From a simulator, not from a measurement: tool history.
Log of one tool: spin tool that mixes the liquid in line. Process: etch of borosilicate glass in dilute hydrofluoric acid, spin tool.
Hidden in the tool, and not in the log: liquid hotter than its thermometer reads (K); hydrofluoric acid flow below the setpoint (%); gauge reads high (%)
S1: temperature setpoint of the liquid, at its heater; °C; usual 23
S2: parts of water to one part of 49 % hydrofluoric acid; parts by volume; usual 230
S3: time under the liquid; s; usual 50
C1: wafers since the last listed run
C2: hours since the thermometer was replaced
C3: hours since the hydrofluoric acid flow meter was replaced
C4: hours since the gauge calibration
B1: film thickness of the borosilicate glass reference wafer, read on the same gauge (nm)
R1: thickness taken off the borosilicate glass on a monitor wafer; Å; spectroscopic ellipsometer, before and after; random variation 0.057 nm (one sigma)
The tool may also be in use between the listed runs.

{"run": 1, "hour": 0.0, "S1": 23, "S2": 230, "S3": 50, "C1": 0, "C2": 927.2, "C3": 637.1, "C4": 886.6, "B1": 99.98, "R1": 56.4}
{"hour": 13.1, "done": "gauge calibrated"}
{"run": 2, "hour": 39.2, "S1": 21.5, "S2": 165, "S3": 50, "C1": 740, "C2": 966.4, "C3": 676.3, "C4": 26.1, "B1": 100, "R1": 79.6}
{"run": 3, "hour": 68.3, "S1": 23, "S2": 230, "S3": 50, "C1": 549, "C2": 995.5, "C3": 705.4, "C4": 55.2, "B1": 100.01, "R1": 55.7}
{"run": 4, "hour": 134.1, "S1": 23, "S2": 230, "S3": 50, "C1": 1243, "C2": 1061.3, "C3": 771.2, "C4": 121, "B1": 99.99, "R1": 55.7}
{"run": 5, "hour": 187.5, "S1": 23, "S2": 230, "S3": 60, "C1": 1008, "C2": 1114.7, "C3": 824.6, "C4": 174.4, "B1": 99.95, "R1": 66.3}
{"run": 6, "hour": 252.3, "S1": 23, "S2": 230, "S3": 60, "C1": 1224, "C2": 1179.5, "C3": 889.4, "C4": 239.2, "B1": 99.98, "R1": 67.5}
{"run": 7, "hour": 300.6, "S1": 23, "S2": 255, "S3": 50, "C1": 912, "C2": 1227.8, "C3": 937.7, "C4": 287.5, "B1": 100, "R1": 48.1}
{"run": 8, "hour": 368.3, "S1": 23, "S2": 255, "S3": 50, "C1": 1279, "C2": 1295.5, "C3": 1005.4, "C4": 355.2, "B1": 100.01, "R1": 48.9}
{"run": 9, "hour": 399.9, "S1": 23, "S2": 255, "S3": 50, "C1": 597, "C2": 1327.1, "C3": 1037, "C4": 386.8, "B1": 99.99, "R1": 48.6}
{"run": 10, "hour": 462.8, "S1": 23, "S2": 230, "S3": 50, "C1": 1188, "C2": 1390, "C3": 1099.9, "C4": 449.7, "B1": 99.98, "R1": 54.9}
{"run": 11, "hour": 515.5, "S1": 23, "S2": 230, "S3": 50, "C1": 995, "C2": 1442.7, "C3": 1152.6, "C4": 502.4, "B1": 99.99, "R1": 55.3}
{"run": 12, "hour": 553.5, "S1": 23, "S2": 230, "S3": 50, "C1": 717, "C2": 1480.7, "C3": 1190.6, "C4": 540.4, "B1": 99.98, "R1": 54.3}
{"run": 13, "hour": 616.8, "S1": 23, "S2": 230, "S3": 50, "C1": 1195, "C2": 1544, "C3": 1253.9, "C4": 603.7, "B1": 99.99, "R1": 53.8}
{"run": 14, "hour": 674.5, "S1": 19, "S2": 335, "S3": 60, "C1": 1090, "C2": 1601.7, "C3": 1311.6, "C4": 661.4, "B1": 99.96, "R1": 35.1}
{"run": 15, "hour": 703.0, "S1": 23, "S2": 230, "S3": 50, "C1": 538, "C2": 1630.2, "C3": 1340.1, "C4": 689.9, "B1": 99.96, "R1": 53.9}
{"run": 16, "hour": 727.4, "S1": 27.5, "S2": 115, "S3": 25, "C1": 460, "C2": 1654.6, "C3": 1364.5, "C4": 714.3, "B1": 100.03, "R1": 73.6}
{"run": 17, "hour": 775.7, "S1": 23, "S2": 230, "S3": 50, "C1": 912, "C2": 1702.9, "C3": 1412.8, "C4": 762.6, "B1": 99.98, "R1": 53.7}
{"hour": 823.6, "done": "thermometer replaced"}
{"run": 18, "hour": 824.1, "S1": 23, "S2": 230, "S3": 50, "C1": 895, "C2": 0.5, "C3": 1461.2, "C4": 811, "B1": 100.02, "R1": 53.5}
{"hour": 856.7, "done": "hydrofluoric acid flow meter replaced"}
{"run": 19, "hour": 871.1, "S1": 19.5, "S2": 230, "S3": 65, "C1": 869, "C2": 47.5, "C3": 14.4, "C4": 858, "B1": 99.99, "R1": 57.7}
{"run": 20, "hour": 939.1, "S1": 20, "S2": 135, "S3": 50, "C1": 1284, "C2": 115.5, "C3": 82.4, "C4": 926, "B1": 100, "R1": 85.8}
{"run": 21, "hour": 965.2, "S1": 23, "S2": 285, "S3": 50, "C1": 493, "C2": 141.6, "C3": 108.5, "C4": 952.1, "B1": 100, "R1": 38.3}
{"hour": 971.0, "done": "gauge calibrated"}
{"run": 22, "hour": 1014.3, "S1": 26, "S2": 130, "S3": 20, "C1": 927, "C2": 190.7, "C3": 157.6, "C4": 43.3, "B1": 100, "R1": 44.7}
{"hour": 1046.5, "done": "hydrofluoric acid flow meter replaced, repeated, since the last time left the tool worse"}
{"run": 23, "hour": 1068.4, "S1": 23, "S2": 230, "S3": 65, "C1": 1003, "C2": 244.8, "C3": 21.9, "C4": 97.4, "B1": 100.02, "R1": 75.3}
{"run": 24, "hour": 1114.6, "S1": 23, "S2": 230, "S3": 50, "C1": 872, "C2": 291, "C3": 68.1, "C4": 143.6, "B1": 99.97, "R1": 57.9}
{"run": 25, "hour": 1178.0, "S1": 23, "S2": 305, "S3": 50, "C1": 1197, "C2": 354.4, "C3": 131.5, "C4": 207, "B1": 100.01, "R1": 40.5}
{"run": 26, "hour": 1217.6, "S1": 23, "S2": 270, "S3": 25, "C1": 748, "C2": 394, "C3": 171.1, "C4": 246.6, "B1": 100.01, "R1": 23.7}
{"run": 27, "hour": 1265.2, "S1": 21, "S2": 140, "S3": 25, "C1": 899, "C2": 441.6, "C3": 218.7, "C4": 294.2, "B1": 100, "R1": 48.1}

Forecast each of these 4 alternatives for the next run:
{"run": "A", "hour": 1265.6, "S1": 23, "S2": 260, "S3": 50, "C1": 7, "C2": 442, "C3": 219.1, "C4": 294.6, "B1": "?", "R1": "?"}
{"run": "B", "hour": 1265.6, "S1": 23, "S2": 265, "S3": 60, "C1": 7, "C2": 442, "C3": 219.1, "C4": 294.6, "B1": "?", "R1": "?"}
{"run": "C", "hour": 1265.6, "S1": 27, "S2": 180, "S3": 25, "C1": 7, "C2": 442, "C3": 219.1, "C4": 294.6, "B1": "?", "R1": "?"}
{"run": "D", "hour": 1265.6, "S1": 26.5, "S2": 260, "S3": 70, "C1": 7, "C2": 442, "C3": 219.1, "C4": 294.6, "B1": "?", "R1": "?"}

run=A B1=100.02 R1=48.8
run=B B1=100.02 R1=57.1
run=C B1=100.02 R1=44.4
run=D B1=100.02 R1=77.2
Without the tool's hidden state the same runs would have given:
run=A R1=49.4
run=B R1=57.9
run=C R1=44.9
run=D R1=78.3
